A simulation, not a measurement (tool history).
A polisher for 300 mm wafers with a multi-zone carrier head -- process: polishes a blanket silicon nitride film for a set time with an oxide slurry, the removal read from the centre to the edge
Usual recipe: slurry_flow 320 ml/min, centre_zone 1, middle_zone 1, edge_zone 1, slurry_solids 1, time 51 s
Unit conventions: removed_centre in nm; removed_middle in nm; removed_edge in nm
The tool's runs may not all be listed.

run,hour,slurry_flow,centre_zone,middle_zone,edge_zone,slurry_solids,time,wafers since the last listed run,wafers polished on this pad,hours since the slurry nozzle was cleaned,hours since the centre zone pressure was calibrated,hours since the edge zone pressure was calibrated,hours since the carrier head's membrane was replaced,"incoming thickness of the incoming film, nm",removed_centre,removed_middle,removed_edge
1,0,320,1,1,1,1,51,0,1034,166.6,1061.7,838.7,522.4,498.8,42.5,46.2,46.7
2,12,320,1,1,1,1,51,96,1131,178.6,1073.7,850.7,534.4,490.5,41.2,46.4,48
# hour 18: worn pad replaced by a new one
3,34.5,320,1,1,1,1.15,51,148,132,201.1,1096.2,873.2,556.9,485.8,44.1,50.7,50.6
4,64.6,320,1,1,1,1.15,51,242,374,231.2,1126.3,903.3,587,488.6,44.4,49.3,50.6
5,92.9,320,1,1,1,1,51,227,602,259.5,1154.6,931.6,615.3,493.8,40.7,46.4,46.5
6,116.9,320,1,1,1,1,51,193,795,283.5,1178.6,955.6,639.3,488.6,40.6,45.8,47.2
# hour 128.1: centre zone pressure recalibrated
# hour 135.2: worn pad replaced by a new one
# hour 139.9: carrier head's membrane replaced by a new one
7,140.4,320,1,1,1,1,51,102,3,307,12.3,979.1,0.5,483.7,46.7,45.9,46.6
# hour 147.6: slurry nozzle cleaned
# hour 169.9: edge zone pressure recalibrated
8,170.4,350,1,1,1,1,38,217,221,22.8,42.3,0.5,30.5,488.9,34.8,34.4,35.1
9,187,320,1,1,1,1,51,133,354,39.4,58.9,17.1,47.1,495.3,46.7,46,46.2
10,209.6,370,0.9,1.04,0.9,1,51,181,536,62,81.5,39.7,69.7,496.3,43.4,48.2,44.8
11,240.1,220,1.12,1,0.93,1,51,245,781,92.5,112,70.2,100.2,495,50.7,44,44.1
# hour 250.2: worn pad replaced by a new one
12,327.3,375,1,1.07,0.96,1,38,669,620,179.7,199.2,157.4,187.4,485.3,36,37.4,34.8
13,342.6,320,1,0.9,1,1,51,123,743,195,214.5,172.7,202.7,488.3,46.6,43.2,47
14,357.2,320,1,1,1,1,51,117,860,209.6,229.1,187.3,217.3,484.9,46.8,46.1,46.3
# hour 365.5: worn pad replaced by a new one
15,386.8,220,1,1,1.11,1,51,205,171,239.2,258.7,216.9,246.9,495.2,44.4,44.7,48.7
16,417.3,400,1,0.91,1.04,1,51,245,416,269.7,289.2,247.4,277.4,491.6,48.7,43.5,48.5
17,434.8,320,1,1.03,1.1,1.2,56,140,557,287.2,306.7,264.9,294.9,495.9,56.5,57.1,57.4
18,451.8,400,1,0.91,1.04,1,51,136,694,304.2,323.7,281.9,311.9,497.2,47.1,43.8,48.6
# hour 483.5: worn pad replaced by a new one
19,484,430,1.04,1,1.05,1.2,51,226,3,336.4,355.9,314.1,344.1,484.7,53.3,51.8,53.4
# hour 493.7: slurry nozzle cleaned
20,511.6,320,1,1,1,1,51,213,217,17.9,383.5,341.7,371.7,483.8,46,46.4,45.8
21,540,320,0.96,1,0.96,1.3,56,228,446,46.3,411.9,370.1,400.1,489.7,55.2,57.4,58.8

Hidden condition of the tool, last listed run before each entry between runs versus first listed run after:
Logged between run 2 and run 3: worn pad replaced by a new one (hour 18)
  deviation of the centre zone's pressure from its setpoint, %: -10.3 -> -10.8
  measured value less the no-hidden-state value, removed_centre: -4.8 -> -5.4 nm
Logged between run 6 and run 7: centre zone pressure recalibrated (hour 128.1); worn pad replaced by a new one (hour 135.2); carrier head's membrane replaced by a new one (hour 139.9)
  deviation of the centre zone's pressure from its setpoint, %: -12.7 -> 1.46
  measured value less the no-hidden-state value, removed_centre: -5.9 -> +0.7 nm
Logged between run 7 and run 8: slurry nozzle cleaned (hour 147.6); edge zone pressure recalibrated (hour 169.9)
  deviation of the centre zone's pressure from its setpoint, %: 1.46 -> 1.44
  measured value less the no-hidden-state value, removed_centre: +0.7 -> +0.5 nm
Logged between run 11 and run 12: worn pad replaced by a new one (hour 250.2)
  deviation of the centre zone's pressure from its setpoint, %: 1.34 -> 1.06
  measured value less the no-hidden-state value, removed_centre: +0.7 -> +0.4 nm
Logged between run 14 and run 15: worn pad replaced by a new one (hour 365.5)
  deviation of the centre zone's pressure from its setpoint, %: 0.935 -> 0.79
  measured value less the no-hidden-state value, removed_centre: +0.4 -> +0.3 nm
Logged between run 18 and run 19: worn pad replaced by a new one (hour 483.5)
  deviation of the centre zone's pressure from its setpoint, %: 0.41 -> 0.19
  measured value less the no-hidden-state value, removed_centre: +0.2 -> +0.1 nm
Logged between run 19 and run 20: slurry nozzle cleaned (hour 493.7)
  deviation of the centre zone's pressure from its setpoint, %: 0.19 -> -0.0153
  measured value less the no-hidden-state value, removed_centre: +0.1 -> +0 nm
